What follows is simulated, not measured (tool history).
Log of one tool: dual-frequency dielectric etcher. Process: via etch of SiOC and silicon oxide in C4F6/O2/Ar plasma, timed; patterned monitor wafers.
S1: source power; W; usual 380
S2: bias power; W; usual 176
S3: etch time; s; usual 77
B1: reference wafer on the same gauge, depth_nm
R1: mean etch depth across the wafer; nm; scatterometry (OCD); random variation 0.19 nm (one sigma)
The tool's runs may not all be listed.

| run | hour | S1 | S2 | S3 | B1 | R1 |
|---|---|---|---|---|---|---|
| 1 | 0 | 380 | 176 | 77 | 86 | 83.4 |
| 2 | 29.6 | 380 | 176 | 77 | 86 | 83.4 |
| 3 | 59 | 380 | 176 | 77 | 86 | 83.3 |
| 4 | 83.5 | 380 | 176 | 77 | 86 | 82.9 |
| 5 | 103.9 | 380 | 176 | 77 | 86 | 82.9 |
| 6 | 122.8 | 320 | 176 | 77 | 86 | 80.1 |
| 7 | 153 | 320 | 176 | 77 | 86 | 79.9 |
| 8 | 176.5 | 380 | 176 | 69.5 | 86 | 74.8 |
|  | 213.1 | wet clean of the chamber |
|  | 227.4 | upper electrode replaced |
| 9 | 227.9 | 380 | 176 | 69.5 | 86.1 | 73 |
| 10 | 228.2 | 380 | 176 | 69.5 | 86 | 73 |
| 11 | 233.9 | 380 | 176 | 77 | 86 | 80.5 |
|  | 250.7 | source power generator calibrated |
| 12 | 251.2 | 380 | 176 | 77 | 86 | 80.5 |
|  | 263.5 | gauge calibrated |
| 13 | 277.8 | 380 | 176 | 77 | 86.1 | 80.3 |
|  | 326.7 | wet clean of the chamber, repeated, since the last time left the tool worse |
| 14 | 327.2 | 290 | 136 | 77 | 85.9 | 75.5 |
|  | 334.7 | bias power generator calibrated |
| 15 | 340.7 | 380 | 176 | 77 | 86 | 84.7 |
| 16 | 366.7 | 380 | 149 | 77 | 86 | 81.3 |
| 17 | 380.5 | 380 | 176 | 98 | 86 | 107.8 |
| 18 | 396 | 300 | 176 | 77 | 86 | 81.2 |
| 19 | 413.8 | 380 | 176 | 77 | 86 | 84.8 |
| 20 | 440.6 | 420 | 155 | 86.5 | 86 | 93.6 |
| 21 | 470.7 | 380 | 176 | 77 | 86 | 84.5 |
| 22 | 509.5 | 420 | 202 | 77 | 86 | 89.8 |
| 23 | 522.6 | 380 | 176 | 77 | 86 | 84.2 |
| 24 | 558.3 | 380 | 176 | 77 | 86 | 84.2 |
| 25 | 580.7 | 440 | 176 | 61 | 86 | 68.7 |
| 26 | 606 | 310 | 176 | 84.5 | 86 | 88.2 |

The tool's hidden state at each run:
source power that arrives over what is set, %: 0 in every run
bias power that arrives over what is set, %: 0 in every run
gauge reads high (%): 0 in every run
H1: etch rate over this chamber's usual, %
| run | H1 |
|---|---|
| 1 | -1.81 |
| 2 | -1.94 |
| 3 | -2.08 |
| 4 | -2.19 |
| 5 | -2.28 |
| 6 | -2.37 |
| 7 | -2.51 |
| 8 | -2.62 |
| 9 | -4.86 |
| 10 | -4.86 |
| 11 | -4.89 |
| 12 | -4.97 |
| 13 | -5.09 |
| 14 | 0.181 |
| 15 | 0.119 |
| 16 | -0.000571 |
| 17 | -0.064 |
| 18 | -0.135 |
| 19 | -0.217 |
| 20 | -0.34 |
| 21 | -0.479 |
| 22 | -0.657 |
| 23 | -0.717 |
| 24 | -0.881 |
| 25 | -0.984 |
| 26 | -1.1 |
